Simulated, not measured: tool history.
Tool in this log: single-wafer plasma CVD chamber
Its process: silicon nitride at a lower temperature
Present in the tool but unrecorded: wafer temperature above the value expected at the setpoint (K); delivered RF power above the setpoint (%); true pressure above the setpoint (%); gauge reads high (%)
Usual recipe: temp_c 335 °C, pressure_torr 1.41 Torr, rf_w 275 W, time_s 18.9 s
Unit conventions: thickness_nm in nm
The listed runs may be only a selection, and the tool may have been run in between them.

run,day,temp_c,pressure_torr,rf_w,time_s,wafers since the last listed run,hours since the last thermocouple change,hours since the last RF generator calibration,hours since the last manometer calibration,hours since the showerhead was replaced,hours since the gauge calibration,"read-back reference wafer on the same gauge, thickness_nm",thickness_nm
1,0,335,1.41,275,18.9,0,1535.7,49.3,1636.9,1965.5,1121.2,19.8,21.877
2,3.454,335,1.41,275,18.9,1972,1618.6,132.2,1719.8,2048.4,1204.1,19.801,21.799
# day 4.029: thermocouple changed; heater temperature recalibrated
3,5.196,335,1.41,275,18.9,804,28,174,1761.6,2090.2,1245.9,19.757,21.721
4,9.304,335,1.41,275,17.1,2346,126.6,272.6,1860.2,2188.8,1344.5,19.795,19.562
5,11.867,335,1.55,275,18.9,1463,188.1,334.1,1921.7,2250.3,1406,19.798,22.201
6,13.779,335,1.55,275,18.9,1092,234,380,1967.6,2296.2,1451.9,19.815,21.913
7,15.504,335,1.41,275,18.9,985,275.4,421.4,2009,2337.6,1493.3,19.8,21.293
8,19.788,335,1.41,275,18.9,2446,378.2,524.2,2111.8,2440.4,1596.1,19.837,21.456
9,22.738,335,1.41,275,18.9,1684,449,595,2182.6,2511.2,1666.9,19.815,21.324
# day 25.796: showerhead replaced, of another model than before
10,25.888,335,1.41,275,18.9,1608,524.6,670.6,2258.2,2.2,1742.5,19.757,20.919
11,28.054,335,1.41,275,18.9,1237,576.6,722.6,2310.2,54.2,1794.5,19.793,21.061
12,31.925,335,1.41,275,18.9,2210,669.5,815.5,2403.1,147.1,1887.4,19.806,20.893
13,38.788,335,1.41,275,21,3919,834.2,980.2,2567.8,311.8,2052.1,19.811,23.138
# day 40.621: capacitance manometer re-zeroed and calibrated
14,42.512,324,1.41,250,18.9,1937,923.6,1069.6,45.4,401.2,2141.5,19.801,18.838
# day 42.908: gauge calibrated
15,46,331,1.22,305,17.7,1991,1007.3,1153.3,129.1,484.9,74.2,19.777,20.338
# day 47.808: RF generator calibrated
16,50.117,335,1.41,275,18.9,2160,1106.1,55.4,227.9,583.7,173,19.803,21.987
17,53.408,322,1.41,315,18.9,1879,1185.1,134.4,306.9,662.7,252,19.784,24.568
18,55.025,329,1.41,300,18.9,923,1223.9,173.2,345.7,701.5,290.8,19.824,23.506
# day 55.846: thermocouple changed; heater temperature recalibrated
19,58.883,348,1.27,240,22.2,2013,72.9,265.8,438.3,794.1,383.4,19.804,20.791
20,62.342,335,1.41,275,21,1975,155.9,348.8,521.3,877.1,466.4,19.81,23.976
21,65.325,335,1.26,275,18.9,1703,227.5,420.4,592.9,948.7,538,19.789,20.184

Expected results for the next run?
22,68.717,335,1.41,275,18.9,1937,308.9,501.8,674.3,1030.1,619.4,?,?

{"run 22": {"read-back reference wafer on the same gauge, thickness_nm": 19.795, "thickness_nm": 20.993}}
Were there no unlogged condition in the tool, this run, its random variation unchanged, would have produced thickness_nm 22.035 nm.

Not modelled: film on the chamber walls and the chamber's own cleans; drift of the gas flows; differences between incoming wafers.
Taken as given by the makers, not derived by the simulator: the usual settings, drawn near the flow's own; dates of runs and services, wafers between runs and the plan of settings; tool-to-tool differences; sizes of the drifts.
